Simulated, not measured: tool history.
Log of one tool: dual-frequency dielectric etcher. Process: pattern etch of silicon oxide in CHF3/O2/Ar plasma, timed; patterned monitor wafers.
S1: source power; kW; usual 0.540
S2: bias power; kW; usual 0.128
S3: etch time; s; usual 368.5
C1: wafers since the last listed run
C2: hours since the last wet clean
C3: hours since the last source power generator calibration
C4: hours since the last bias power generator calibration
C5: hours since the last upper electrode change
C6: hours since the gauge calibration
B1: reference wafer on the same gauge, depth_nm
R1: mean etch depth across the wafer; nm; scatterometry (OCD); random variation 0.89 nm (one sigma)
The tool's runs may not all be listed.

{"run": 1, "hour": 0.0, "S1": 0.54, "S2": 0.128, "S3": 368.5, "C1": 0, "C2": 230.4, "C3": 2571.0, "C4": 2297.7, "C5": 1930.8, "C6": 209.7, "B1": 626.0, "R1": 581.0}
{"run": 2, "hour": 71.0, "S1": 0.54, "S2": 0.128, "S3": 368.5, "C1": 385, "C2": 301.4, "C3": 2642.0, "C4": 2368.7, "C5": 2001.8, "C6": 280.7, "B1": 626.2, "R1": 578.5}
{"run": 3, "hour": 103.0, "S1": 0.54, "S2": 0.128, "S3": 368.5, "C1": 173, "C2": 333.4, "C3": 2674.0, "C4": 2400.7, "C5": 2033.8, "C6": 312.7, "B1": 626.5, "R1": 579.9}
{"run": 4, "hour": 154.5, "S1": 0.54, "S2": 0.128, "S3": 368.5, "C1": 279, "C2": 384.9, "C3": 2725.5, "C4": 2452.2, "C5": 2085.3, "C6": 364.2, "B1": 625.9, "R1": 577.1}
{"run": 5, "hour": 183.0, "S1": 0.54, "S2": 0.128, "S3": 368.5, "C1": 154, "C2": 413.4, "C3": 2754.0, "C4": 2480.7, "C5": 2113.8, "C6": 392.7, "B1": 626.3, "R1": 577.7}
{"hour": 276.3, "done": "wet clean of the chamber"}
{"hour": 291.2, "done": "upper electrode replaced"}
{"run": 6, "hour": 291.7, "S1": 0.54, "S2": 0.128, "S3": 368.5, "C1": 379, "C2": 15.4, "C3": 2862.7, "C4": 2589.4, "C5": 0.5, "C6": 501.4, "B1": 625.7, "R1": 579.0}
{"run": 7, "hour": 292.1, "S1": 0.54, "S2": 0.128, "S3": 368.5, "C1": 2, "C2": 15.8, "C3": 2863.1, "C4": 2589.8, "C5": 0.9, "C6": 501.8, "B1": 626.1, "R1": 581.9}
{"run": 8, "hour": 318.6, "S1": 0.54, "S2": 0.128, "S3": 368.5, "C1": 143, "C2": 42.3, "C3": 2889.6, "C4": 2616.3, "C5": 27.4, "C6": 528.3, "B1": 626.1, "R1": 579.9}
{"run": 9, "hour": 347.8, "S1": 0.54, "S2": 0.128, "S3": 368.5, "C1": 158, "C2": 71.5, "C3": 2918.8, "C4": 2645.5, "C5": 56.6, "C6": 557.5, "B1": 625.8, "R1": 579.6}
{"hour": 368.0, "done": "bias power generator calibrated"}
{"run": 10, "hour": 398.2, "S1": 0.54, "S2": 0.128, "S3": 447.5, "C1": 251, "C2": 121.9, "C3": 2969.2, "C4": 30.2, "C5": 107.0, "C6": 607.9, "B1": 626.3, "R1": 702.5}
{"hour": 427.3, "done": "source power generator calibrated"}
{"run": 11, "hour": 428.9, "S1": 0.6, "S2": 0.158, "S3": 441.0, "C1": 144, "C2": 152.6, "C3": 1.6, "C4": 60.9, "C5": 137.7, "C6": 638.6, "B1": 625.8, "R1": 794.8}
{"run": 12, "hour": 470.5, "S1": 0.54, "S2": 0.101, "S3": 398.5, "C1": 225, "C2": 194.2, "C3": 43.2, "C4": 102.5, "C5": 179.3, "C6": 680.2, "B1": 626.3, "R1": 583.6}
{"hour": 498.0, "done": "gauge calibrated"}
{"run": 13, "hour": 524.4, "S1": 0.54, "S2": 0.128, "S3": 368.5, "C1": 292, "C2": 248.1, "C3": 97.1, "C4": 156.4, "C5": 233.2, "C6": 26.4, "B1": 625.7, "R1": 586.7}
{"run": 14, "hour": 565.8, "S1": 0.43, "S2": 0.158, "S3": 412.5, "C1": 224, "C2": 289.5, "C3": 138.5, "C4": 197.8, "C5": 274.6, "C6": 67.8, "B1": 626.2, "R1": 641.2}
{"run": 15, "hour": 617.2, "S1": 0.68, "S2": 0.111, "S3": 368.5, "C1": 278, "C2": 340.9, "C3": 189.9, "C4": 249.2, "C5": 326.0, "C6": 119.2, "B1": 625.8, "R1": 616.3}
{"run": 16, "hour": 642.5, "S1": 0.44, "S2": 0.128, "S3": 271.5, "C1": 137, "C2": 366.2, "C3": 215.2, "C4": 274.5, "C5": 351.3, "C6": 144.5, "B1": 625.9, "R1": 393.7}

The next listed run, before its measurement:
{"run": 17, "hour": 682.5, "S1": 0.54, "S2": 0.128, "S3": 368.5, "C1": 216, "C2": 406.2, "C3": 255.2, "C4": 314.5, "C5": 391.3, "C6": 184.5, "B1": "?", "R1": "?"}

Run 17 gave B1 625.9, R1 584.2 nm.
Without the tool's hidden state the same run would have given R1 589.3 nm.
